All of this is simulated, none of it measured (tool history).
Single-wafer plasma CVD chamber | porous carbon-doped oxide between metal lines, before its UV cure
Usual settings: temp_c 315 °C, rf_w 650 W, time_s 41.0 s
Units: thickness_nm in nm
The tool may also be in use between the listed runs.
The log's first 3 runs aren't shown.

run	hour	temp_c	rf_w	time_s	wafers since the last listed run	hours since the last thermocouple change	hours since the last RF generator calibration	hours since the showerhead was replaced	hours since the gauge calibration	read-back reference wafer on the same gauge, thickness_nm	thickness_nm
4	41.7	315	650	41.0	506	1519.2	2024.3	8535.6	546.4	263.872	233.428
5	48.9	315	650	41.0	205	1526.4	2031.5	8542.8	553.6	264.235	233.068
6	59.8	315	735	41.0	311	1537.3	2042.4	8553.7	564.5	264.074	258.191
# hour 78.4: showerhead replaced
7	78.9	315	650	41.0	317	1556.4	2061.5	0.5	583.6	264.128	233.561
8	90.6	325	650	41.0	334	1568.1	2073.2	12.2	595.3	263.967	224.338
# hour 112.8: thermocouple changed; heater temperature recalibrated
9	113.3	325	650	41.0	420	0.5	2095.9	34.9	618.0	264.008	229.639
10	123.8	315	650	41.0	300	11.0	2106.4	45.4	628.5	263.998	241.677
11	141.1	310	650	41.0	494	28.3	2123.7	62.7	645.8	263.994	246.924
12	148.2	315	650	41.0	202	35.4	2130.8	69.8	652.9	264.063	240.985
13	160.7	328	585	33.7	357	47.9	2143.3	82.3	665.4	264.061	170.368
14	171.2	315	650	41.0	300	58.4	2153.8	92.8	675.9	264.053	240.244
# hour 184.8: gauge calibrated
# hour 187.0: RF generator calibrated
15	187.5	303	540	46.9	237	74.7	0.5	109.1	2.7	264.012	265.447
16	194.1	302	715	34.2	188	81.3	7.1	115.7	9.3	264.093	247.620
17	208.0	310	650	41.0	397	95.2	21.0	129.6	23.2	264.014	260.562
18	240.5	310	650	48.2	929	127.7	53.5	162.1	55.7	264.061	306.779
19	253.3	315	650	41.0	365	140.5	66.3	174.9	68.5	264.028	254.788
20	266.0	326	705	41.0	363	153.2	79.0	187.6	81.2	264.059	257.704
21	274.4	304	555	38.8	240	161.6	87.4	196.0	89.6	264.143	221.312

The next listed run, before its measurement:
22	282.1	315	560	45.5	220	169.3	95.1	203.7	97.3	?	?

Run 22 gave read-back reference wafer on the same gauge, thickness_nm 264.013, thickness_nm 247.440 nm.
Without the tool's hidden state the same run would have given thickness_nm 250.916 nm.
